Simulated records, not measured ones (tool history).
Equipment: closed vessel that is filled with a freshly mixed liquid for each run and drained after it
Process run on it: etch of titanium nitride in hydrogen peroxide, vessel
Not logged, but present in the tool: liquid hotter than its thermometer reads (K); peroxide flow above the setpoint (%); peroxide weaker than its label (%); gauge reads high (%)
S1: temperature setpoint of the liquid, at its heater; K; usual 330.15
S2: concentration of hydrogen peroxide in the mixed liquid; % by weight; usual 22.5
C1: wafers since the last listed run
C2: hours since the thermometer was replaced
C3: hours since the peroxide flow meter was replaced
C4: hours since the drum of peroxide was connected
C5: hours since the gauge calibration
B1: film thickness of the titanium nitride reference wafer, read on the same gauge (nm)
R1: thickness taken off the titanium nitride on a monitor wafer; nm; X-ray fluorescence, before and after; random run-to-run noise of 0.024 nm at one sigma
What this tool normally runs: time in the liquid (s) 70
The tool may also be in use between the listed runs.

Run 1, hour 0: usual settings; C1 0; C2 829.5; C3 302.2; C4 757.9; C5 1310.5; B1 69.994. Result: R1 3.96 nm.
Run 2, hour 35.6: usual settings but S1 327.15 K; C1 4435; C2 865.1; C3 337.8; C4 793.5; C5 1346.1; B1 69.996. Result: R1 3.196 nm.
Run 3, hour 65.2: usual settings but S1 327.15 K; C1 3688; C2 894.7; C3 367.4; C4 823.1; C5 1375.7; B1 69.994. Result: R1 3.178 nm.
Run 4, hour 123.8: usual settings but S2 27 % by weight; C1 7301; C2 953.3; C3 426; C4 881.7; C5 1434.3; B1 70.005. Result: R1 4.123 nm.
Run 5, hour 172.9: usual settings; C1 6118; C2 1002.4; C3 475.1; C4 930.8; C5 1483.4; B1 70.006. Result: R1 3.94 nm.
Run 6, hour 203.5: usual settings but S2 16.5 % by weight, time in the liquid (s) 80; C1 3812; C2 1033; C3 505.7; C4 961.4; C5 1514; B1 70.001. Result: R1 4.25 nm.
Run 7, hour 266.5: usual settings; C1 7850; C2 1096; C3 568.7; C4 1024.4; C5 1577; B1 69.988. Result: R1 3.966 nm.
Run 8, hour 334.5: usual settings but S1 339.15 K, time in the liquid (s) 60; C1 8473; C2 1164; C3 636.7; C4 1092.4; C5 1645; B1 70.002. Result: R1 6.233 nm.
Run 9, hour 383.3: usual settings but S1 323.15 K, S2 16.5 % by weight, time in the liquid (s) 90; C1 6080; C2 1212.8; C3 685.5; C4 1141.2; C5 1693.8; B1 69.995. Result: R1 2.902 nm.
Run 10, hour 418.1: usual settings but time in the liquid (s) 110; C1 4336; C2 1247.6; C3 720.3; C4 1176; C5 1728.6; B1 69.993. Result: R1 6.208 nm.
Run 11, hour 483.8: usual settings but S1 335.65 K, time in the liquid (s) 85; C1 8186; C2 1313.3; C3 786; C4 1241.7; C5 1794.3; B1 70.005. Result: R1 6.956 nm.
At hour 495.8: new drum of peroxide connected.
Run 12, hour 528.4: usual settings but S2 21 % by weight, time in the liquid (s) 60; C1 5432; C2 1357.9; C3 830.6; C4 32.6; C5 1838.9; B1 70.001. Result: R1 3.325 nm.
At hour 566.7: thermometer replaced.
Run 13, hour 647: usual settings but S1 323.15 K, time in the liquid (s) 95; C1 14653; C2 80.3; C3 949.2; C4 151.2; C5 1957.5; B1 70.012. Result: R1 3.198 nm.
Run 14, hour 713: usual settings but S2 19.5 % by weight, time in the liquid (s) 105; C1 8223; C2 146.3; C3 1015.2; C4 217.2; C5 2023.5; B1 70. Result: R1 5.597 nm.
Run 15, hour 753.9: usual settings but S1 336.65 K, S2 27 % by weight, time in the liquid (s) 50; C1 5096; C2 187.2; C3 1056.1; C4 258.1; C5 2064.4; B1 70.006. Result: R1 4.457 nm.
Run 16, hour 787.6: usual settings but S2 17.5 % by weight, time in the liquid (s) 45; C1 4199; C2 220.9; C3 1089.8; C4 291.8; C5 2098.1; B1 70.004. Result: R1 2.372 nm.
Run 17, hour 821.9: usual settings but S1 324.15 K, S2 28 % by weight, time in the liquid (s) 30; C1 4273; C2 255.2; C3 1124.1; C4 326.1; C5 2132.4; B1 70.007. Result: R1 1.147 nm.
At hour 881.4: gauge calibrated.
Run 18, hour 888.4: usual settings but S2 25.5 % by weight, time in the liquid (s) 30; C1 8286; C2 321.7; C3 1190.6; C4 392.6; C5 7; B1 70.008. Result: R1 1.711 nm.
Run 19, hour 940.3: usual settings but S1 332.65 K, S2 19.5 % by weight; C1 6467; C2 373.6; C3 1242.5; C4 444.5; C5 58.9; B1 70.005. Result: R1 4.53 nm.
Run 20, hour 997.3: usual settings but S1 335.65 K, time in the liquid (s) 100; C1 7102; C2 430.6; C3 1299.5; C4 501.5; C5 115.9; B1 70.008. Result: R1 8.04 nm.
Run 21, hour 1060.7: usual settings but S1 335.15 K, S2 28.5 % by weight, time in the liquid (s) 90; C1 7899; C2 494; C3 1362.9; C4 564.9; C5 179.3; B1 70.004. Result: R1 7.351 nm.
Run 22, hour 1086.7: usual settings; C1 3239; C2 520; C3 1388.9; C4 590.9; C5 205.3; B1 69.993. Result: R1 3.939 nm.
At hour 1137.5: peroxide flow meter replaced.
Run 23, hour 1153.3: usual settings but S2 28 % by weight, time in the liquid (s) 35; C1 8174; C2 586.6; C3 15.8; C4 657.5; C5 271.9; B1 69.999. Result: R1 2.045 nm.
Run 24, hour 1207.5: usual settings but S2 19 % by weight; C1 6753; C2 640.8; C3 70; C4 711.7; C5 326.1; B1 69.999. Result: R1 3.771 nm.
Run 25, hour 1271.5: usual settings but S1 332.65 K, S2 25.5 % by weight, time in the liquid (s) 90; C1 7974; C2 704.8; C3 134; C4 775.7; C5 390.1; B1 69.996. Result: R1 6.083 nm.
Run 26, hour 1310.9: usual settings but S1 337.65 K, S2 20 % by weight, time in the liquid (s) 80; C1 4909; C2 744.2; C3 173.4; C4 815.1; C5 429.5; B1 69.991. Result: R1 7.342 nm.
Run 27, hour 1338.7: usual settings but S2 27.5 % by weight, time in the liquid (s) 110; C1 3464; C2 772; C3 201.2; C4 842.9; C5 457.3; B1 70.009. Result: R1 6.43 nm.
Run 28, hour 1398: usual settings but S1 339.15 K, S2 27.5 % by weight, time in the liquid (s) 85; C1 7389; C2 831.3; C3 260.5; C4 902.2; C5 516.6; B1 70.006. Result: R1 9.106 nm.

Selected run-to-run steps in R1, each split into two signed amounts: the part the tool would show with no hidden state at all (from settings, incoming material and random variation), and the remainder, which goes to the hidden state together with any gauge scatter not common to the measured and the hidden-state-free results:
Run 9 -> 10: S1 323.15 -> 330.15, S2 16.5 -> 22.5, time in the liquid (s) 90 -> 110. R1 +3.306 nm: hidden state +0.093, all else +3.213.
Run 11 -> 12: S1 335.65 -> 330.15, S2 22.5 -> 21, time in the liquid (s) 85 -> 60, new drum of peroxide connected. R1 -3.631 nm: hidden state -0.096, all else -3.535.
Run 19 -> 20: S1 332.65 -> 335.65, S2 19.5 -> 22.5, time in the liquid (s) 70 -> 100. R1 +3.51 nm: hidden state +0.045, all else +3.465.

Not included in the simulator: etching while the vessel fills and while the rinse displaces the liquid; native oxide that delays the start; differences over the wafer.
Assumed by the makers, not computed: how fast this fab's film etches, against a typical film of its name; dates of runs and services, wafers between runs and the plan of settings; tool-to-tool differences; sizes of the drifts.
